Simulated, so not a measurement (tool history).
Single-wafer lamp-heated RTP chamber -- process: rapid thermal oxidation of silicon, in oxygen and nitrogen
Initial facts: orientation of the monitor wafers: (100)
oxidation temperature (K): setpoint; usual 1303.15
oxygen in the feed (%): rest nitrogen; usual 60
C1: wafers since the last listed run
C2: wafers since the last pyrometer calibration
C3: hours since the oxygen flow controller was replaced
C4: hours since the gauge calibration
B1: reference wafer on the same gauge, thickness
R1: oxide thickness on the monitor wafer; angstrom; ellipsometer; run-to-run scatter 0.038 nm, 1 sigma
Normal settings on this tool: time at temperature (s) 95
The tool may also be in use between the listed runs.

run 1 hour=0 | oxidation_temperature_(K)=1303.15 time_at_temperature_(s)=95 oxygen_in_the_feed_(%)=41 | C1=0 C2=146 C3=4614.3 C4=890.5 | B1=8.375 | R1=61.55
run 2 hour=63.1 | oxidation_temperature_(K)=1303.15 time_at_temperature_(s)=95 oxygen_in_the_feed_(%)=41 | C1=645 C2=791 C3=4677.4 C4=953.6 | B1=8.349 | R1=61.52
run 3 hour=160.1 | oxidation_temperature_(K)=1303.15 time_at_temperature_(s)=95 oxygen_in_the_feed_(%)=60 | C1=991 C2=1782 C3=4774.4 C4=1050.6 | B1=8.365 | R1=71.58
run 4 hour=215.6 | oxidation_temperature_(K)=1303.15 time_at_temperature_(s)=95 oxygen_in_the_feed_(%)=60 | C1=567 C2=2350 C3=4829.9 C4=1106.1 | B1=8.377 | R1=72.48
run 5 hour=265.4 | oxidation_temperature_(K)=1303.15 time_at_temperature_(s)=95 oxygen_in_the_feed_(%)=60 | C1=509 C2=2859 C3=4879.7 C4=1155.9 | B1=8.369 | R1=73.07
-- hour=290.8 pyrometer window cleaned and pyrometer calibrated
run 6 hour=306.6 | oxidation_temperature_(K)=1303.15 time_at_temperature_(s)=116 oxygen_in_the_feed_(%)=60 | C1=339 C2=161 C3=4920.9 C4=1197.1 | B1=8.386 | R1=81.7
run 7 hour=404.3 | oxidation_temperature_(K)=1303.15 time_at_temperature_(s)=116 oxygen_in_the_feed_(%)=60 | C1=998 C2=1160 C3=5018.6 C4=1294.8 | B1=8.372 | R1=82.48
run 8 hour=473.8 | oxidation_temperature_(K)=1303.15 time_at_temperature_(s)=116 oxygen_in_the_feed_(%)=60 | C1=710 C2=1870 C3=5088.1 C4=1364.3 | B1=8.387 | R1=83.85
-- hour=553.3 pyrometer window cleaned and pyrometer calibrated, repeated, since the last time left the tool worse
run 9 hour=580.9 | oxidation_temperature_(K)=1303.15 time_at_temperature_(s)=106 oxygen_in_the_feed_(%)=52 | C1=1013 C2=281 C3=5195.2 C4=1471.4 | B1=8.365 | R1=70.35
run 10 hour=624.1 | oxidation_temperature_(K)=1303.15 time_at_temperature_(s)=106 oxygen_in_the_feed_(%)=52 | C1=441 C2=723 C3=5238.4 C4=1514.6 | B1=8.351 | R1=71.02
-- hour=666.2 oxygen flow controller replaced
run 11 hour=666.7 | oxidation_temperature_(K)=1303.15 time_at_temperature_(s)=142 oxygen_in_the_feed_(%)=60 | C1=353 C2=1077 C3=0.5 C4=1557.2 | B1=8.377 | R1=85.12
run 12 hour=700.2 | oxidation_temperature_(K)=1303.15 time_at_temperature_(s)=95 oxygen_in_the_feed_(%)=60 | C1=342 C2=1419 C3=34 C4=1590.7 | B1=8.376 | R1=71.09
run 13 hour=748.1 | oxidation_temperature_(K)=1303.15 time_at_temperature_(s)=95 oxygen_in_the_feed_(%)=39 | C1=489 C2=1909 C3=81.9 C4=1638.6 | B1=8.378 | R1=61.96
-- hour=755.7 gauge calibrated
-- hour=818.3 pyrometer window cleaned and pyrometer calibrated
run 14 hour=834.9 | oxidation_temperature_(K)=1303.15 time_at_temperature_(s)=49 oxygen_in_the_feed_(%)=60 | C1=805 C2=170 C3=168.7 C4=79.2 | B1=8.375 | R1=52.66
run 15 hour=1052.9 | oxidation_temperature_(K)=1303.15 time_at_temperature_(s)=95 oxygen_in_the_feed_(%)=60 | C1=2228 C2=2398 C3=386.7 C4=297.2 | B1=8.39 | R1=72.58
run 16 hour=1096.6 | oxidation_temperature_(K)=1323.15 time_at_temperature_(s)=95 oxygen_in_the_feed_(%)=45 | C1=446 C2=2845 C3=430.4 C4=340.9 | B1=8.382 | R1=75.6
-- hour=1142.1 pyrometer window cleaned and pyrometer calibrated
run 17 hour=1190.3 | oxidation_temperature_(K)=1288.15 time_at_temperature_(s)=135 oxygen_in_the_feed_(%)=75 | C1=876 C2=492 C3=524.1 C4=434.6 | B1=8.375 | R1=79.86
run 18 hour=1239.6 | oxidation_temperature_(K)=1303.15 time_at_temperature_(s)=95 oxygen_in_the_feed_(%)=39 | C1=503 C2=996 C3=573.4 C4=483.9 | B1=8.374 | R1=60.16
run 19 hour=1302.2 | oxidation_temperature_(K)=1303.15 time_at_temperature_(s)=49 oxygen_in_the_feed_(%)=60 | C1=639 C2=1636 C3=636 C4=546.5 | B1=8.355 | R1=53.14
run 20 hour=1378.6 | oxidation_temperature_(K)=1293.15 time_at_temperature_(s)=95 oxygen_in_the_feed_(%)=60 | C1=780 C2=2417 C3=712.4 C4=622.9 | B1=8.372 | R1=67.77
run 21 hour=1441.3 | oxidation_temperature_(K)=1282.15 time_at_temperature_(s)=77 oxygen_in_the_feed_(%)=42 | C1=640 C2=3058 C3=775.1 C4=685.6 | B1=8.37 | R1=50.68

Describe how what the log doesn't record of the tool's condition differs between the last listed run preceding each entry between runs and the first listed run following it.
Run 5 -> run 6: pyrometer window cleaned and pyrometer calibrated (hour 290.8)
  true wafer temperature minus pyrometer reading, K: 4.71 -> 9.05
  measured less the result without the state, R1: +2.38 -> +5.04 angstrom
Run 8 -> run 9: pyrometer window cleaned and pyrometer calibrated, repeated, since the last time left the tool worse (hour 553.3)
  true wafer temperature minus pyrometer reading, K: 11 -> 0.331
  measured less the result without the state, R1: +6.25 -> +0.17 angstrom
Run 10 -> run 11: oxygen flow controller replaced (hour 666.2)
  true wafer temperature minus pyrometer reading, K: 0.582 -> 1.05
  measured less the result without the state, R1: +0.29 -> +0.63 angstrom
Run 13 -> run 14: gauge calibrated (hour 755.7); pyrometer window cleaned and pyrometer calibrated (hour 818.3)
  true wafer temperature minus pyrometer reading, K: 2.53 -> 0.528
  measured less the result without the state, R1: +1.08 -> +0.19 angstrom
Run 16 -> run 17: pyrometer window cleaned and pyrometer calibrated (hour 1142.1)
  true wafer temperature minus pyrometer reading, K: 5.09 -> 0.18
  measured less the result without the state, R1: +2.57 -> +0.1 angstrom
